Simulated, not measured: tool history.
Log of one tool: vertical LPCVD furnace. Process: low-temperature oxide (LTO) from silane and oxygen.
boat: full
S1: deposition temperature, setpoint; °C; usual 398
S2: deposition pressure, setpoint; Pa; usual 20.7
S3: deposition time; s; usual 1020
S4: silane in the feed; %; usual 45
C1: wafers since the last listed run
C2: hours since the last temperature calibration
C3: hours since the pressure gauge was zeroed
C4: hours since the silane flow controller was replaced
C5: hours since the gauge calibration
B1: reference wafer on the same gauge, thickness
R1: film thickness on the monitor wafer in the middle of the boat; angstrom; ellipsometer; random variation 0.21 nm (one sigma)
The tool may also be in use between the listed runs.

| run | hour | S1 | S2 | S3 | S4 | C1 | C2 | C3 | C4 | C5 | B1 | R1 |
|---|---|---|---|---|---|---|---|---|---|---|---|---|
| 1 | 0 | 407 | 19.3 | 1020 | 45 | 0 | 3087 | 2745.7 | 4718.6 | 42.4 | 119.97 | 1343.9 |
| 2 | 30.6 | 407 | 19.3 | 1020 | 45 | 548 | 3117.6 | 2776.3 | 4749.2 | 73 | 120.01 | 1344.6 |
| 3 | 51.9 | 407 | 19.3 | 1020 | 45 | 381 | 3138.9 | 2797.6 | 4770.5 | 94.3 | 119.95 | 1342.8 |
| 4 | 84.4 | 398 | 20.7 | 1020 | 45 | 582 | 3171.4 | 2830.1 | 4803 | 126.8 | 119.98 | 1300.3 |
| 5 | 114 | 398 | 20.7 | 1020 | 45 | 530 | 3201 | 2859.7 | 4832.6 | 156.4 | 120 | 1298.6 |
| 6 | 133 | 398 | 20.7 | 1020 | 45 | 340 | 3220 | 2878.7 | 4851.6 | 175.4 | 120.05 | 1300 |
| 7 | 151 | 398 | 20.7 | 1020 | 45 | 322 | 3238 | 2896.7 | 4869.6 | 193.4 | 120.04 | 1302.9 |
| 8 | 168.2 | 398 | 20.7 | 1020 | 45 | 308 | 3255.2 | 2913.9 | 4886.8 | 210.6 | 119.97 | 1300 |
| 9 | 196.6 | 398 | 20.7 | 1020 | 47 | 508 | 3283.6 | 2942.3 | 4915.2 | 239 | 119.96 | 1361.7 |
| 10 | 214.6 | 398 | 20.7 | 840 | 42 | 322 | 3301.6 | 2960.3 | 4933.2 | 257 | 120.02 | 988.7 |
| 11 | 249.7 | 398 | 20.7 | 1020 | 45 | 629 | 3336.7 | 2995.4 | 4968.3 | 292.1 | 119.95 | 1296.5 |
| 12 | 275.6 | 398 | 20.7 | 1020 | 45 | 464 | 3362.6 | 3021.3 | 4994.2 | 318 | 119.96 | 1298.9 |
| 13 | 287.9 | 398 | 20.7 | 1020 | 45 | 220 | 3374.9 | 3033.6 | 5006.5 | 330.3 | 119.96 | 1298.4 |
| 14 | 303.2 | 398 | 17.3 | 1020 | 45 | 274 | 3390.2 | 3048.9 | 5021.8 | 345.6 | 119.97 | 1101.9 |
| 15 | 327.9 | 398 | 20.7 | 1020 | 50 | 442 | 3414.9 | 3073.6 | 5046.5 | 370.3 | 120 | 1450.3 |
|  | 330.9 | gauge calibrated |
|  | 366.3 | pressure gauge zeroed |
|  | 388.8 | silane flow controller replaced |
| 16 | 389.3 | 391 | 20.7 | 690 | 45 | 267 | 3476.3 | 23 | 0.5 | 58.4 | 120.03 | 816.4 |
| 17 | 394.2 | 391 | 20.7 | 690 | 45 | 87 | 3481.2 | 27.9 | 5.4 | 63.3 | 119.98 | 819.6 |
| 18 | 400.7 | 401 | 23.3 | 1020 | 45 | 116 | 3487.7 | 34.4 | 11.9 | 69.8 | 120.02 | 1522.9 |
|  | 482.6 | thermocouples replaced and temperature profile calibrated |
| 19 | 507.8 | 398 | 20.7 | 1020 | 45 | 1489 | 25.2 | 141.5 | 119 | 176.9 | 120.03 | 1306.5 |
| 20 | 534.3 | 398 | 20.7 | 1020 | 45 | 474 | 51.7 | 168 | 145.5 | 203.4 | 120.05 | 1307.6 |
| 21 | 597.1 | 398 | 25.3 | 660 | 45 | 1125 | 114.5 | 230.8 | 208.3 | 266.2 | 120.03 | 1040.2 |
| 22 | 621.3 | 398 | 20.7 | 1020 | 45 | 433 | 138.7 | 255 | 232.5 | 290.4 | 120.01 | 1308 |
| 23 | 637.6 | 398 | 20.7 | 1290 | 45 | 292 | 155 | 271.3 | 248.8 | 306.7 | 120.07 | 1657.1 |
| 24 | 684.4 | 398 | 16.7 | 1020 | 45 | 838 | 201.8 | 318.1 | 295.6 | 353.5 | 120 | 1061.5 |
| 25 | 703.4 | 398 | 20.7 | 1020 | 45 | 340 | 220.8 | 337.1 | 314.6 | 372.5 | 120 | 1314.7 |
| 26 | 725 | 392 | 20.7 | 1020 | 50 | 387 | 242.4 | 358.7 | 336.2 | 394.1 | 120.03 | 1363.5 |
| 27 | 744.7 | 398 | 20.7 | 1020 | 45 | 353 | 262.1 | 378.4 | 355.9 | 413.8 | 119.99 | 1311.9 |
| 28 | 764.1 | 404 | 18.7 | 810 | 45 | 347 | 281.5 | 397.8 | 375.3 | 433.2 | 120.01 | 1006.2 |

Forecast each of these 4 alternatives for the next run:
|  | 768.9 | gauge calibrated |
| A | 769.1 | 398 | 18.7 | 1020 | 45 | 89 | 286.5 | 402.8 | 380.3 | 0.2 | ? | ? |
|  | 768.9 | gauge calibrated |
| B | 769.1 | 398 | 18 | 1020 | 45 | 89 | 286.5 | 402.8 | 380.3 | 0.2 | ? | ? |
|  | 768.9 | gauge calibrated |
| C | 769.1 | 398 | 18.7 | 840 | 45 | 89 | 286.5 | 402.8 | 380.3 | 0.2 | ? | ? |
|  | 768.9 | gauge calibrated |
| D | 769.1 | 398 | 20.7 | 1140 | 45 | 89 | 286.5 | 402.8 | 380.3 | 0.2 | ? | ? |

| run | B1 | R1 |
|---|---|---|
| A | 120.02 | 1187 |
| B | 120.02 | 1145.1 |
| C | 120.02 | 977.5 |
| D | 120.02 | 1467.2 |
Without the tool's hidden state the same runs would have given:
| run | R1 |
|---|---|
| A | 1175.9 |
| B | 1133.9 |
| C | 968.4 |
| D | 1455.1 |
